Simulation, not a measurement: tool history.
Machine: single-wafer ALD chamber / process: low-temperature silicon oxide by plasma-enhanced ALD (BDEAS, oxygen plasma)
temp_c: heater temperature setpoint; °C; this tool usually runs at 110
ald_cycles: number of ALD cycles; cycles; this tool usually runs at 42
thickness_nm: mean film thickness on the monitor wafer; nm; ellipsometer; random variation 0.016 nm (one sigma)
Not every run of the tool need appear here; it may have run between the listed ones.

run     day  temp_c  ald_cycles  read-back reference wafer on the same gauge, thickness_nm  thickness_nm
  1       0     110          42                                                      4.959         6.117
  2    0.95     110          42                                                      4.954         6.142
  3       2     110          48                                                      4.956         7.035
  4   3.242     110          39                                                      4.954          5.69
  5   4.008     105          42                                                      4.948         6.198
  6   5.283     105          42                                                      4.955         6.229
  7   6.188     110          42                                                      4.951         6.154
  8   7.325     110          42                                                      4.951         6.152
  9   9.388     110          42                                                      4.948         6.152
 10  10.025     110          42                                                      4.942         6.125
     10.312  -- gauge calibrated
 11  11.308     114          48                                                      5.011         7.054
 12  12.683     110          42                                                      5.006         6.177
 13  13.671     105          42                                                      4.997         6.231
 14  15.154     110          42                                                       4.99         6.172
 15  16.258      99          34                                                      4.976          5.14
 16  17.217      99          36                                                      4.978         5.425
 17  18.596     115          44                                                      4.968         6.388
     19.108  -- thermocouple changed; heater temperature recalibrated
 18  19.725     118          46                                                      4.966         6.629
 19  20.367      97          48                                                      4.968         7.276
 20  21.838      98          42                                                      4.963         6.374
 21  23.329     110          42                                                      4.959         6.153
 22  24.225     110          40                                                      4.963         5.856
 23  25.046     103          36                                                      4.954         5.322
 24  26.079     119          38                                                      4.955         5.431

Each run again, without the hidden state but with its own random variation kept:
What the log doesn't record here: wafer temperature above the value expected at the setpoint (K); gauge reads high (%).
run  thickness_nm
  1         6.197
  2         6.224
  3          7.13
  4         5.769
  5         6.285
  6         6.317
  7         6.242
  8         6.241
  9         6.243
 10         6.215
 11         7.063
 12         6.198
 13         6.261
 14         6.212
 15         5.178
 16         5.471
 17         6.448
 18         6.697
 19         7.353
 20         6.446
 21         6.227
 22         5.928
 23          5.39
 24         5.502

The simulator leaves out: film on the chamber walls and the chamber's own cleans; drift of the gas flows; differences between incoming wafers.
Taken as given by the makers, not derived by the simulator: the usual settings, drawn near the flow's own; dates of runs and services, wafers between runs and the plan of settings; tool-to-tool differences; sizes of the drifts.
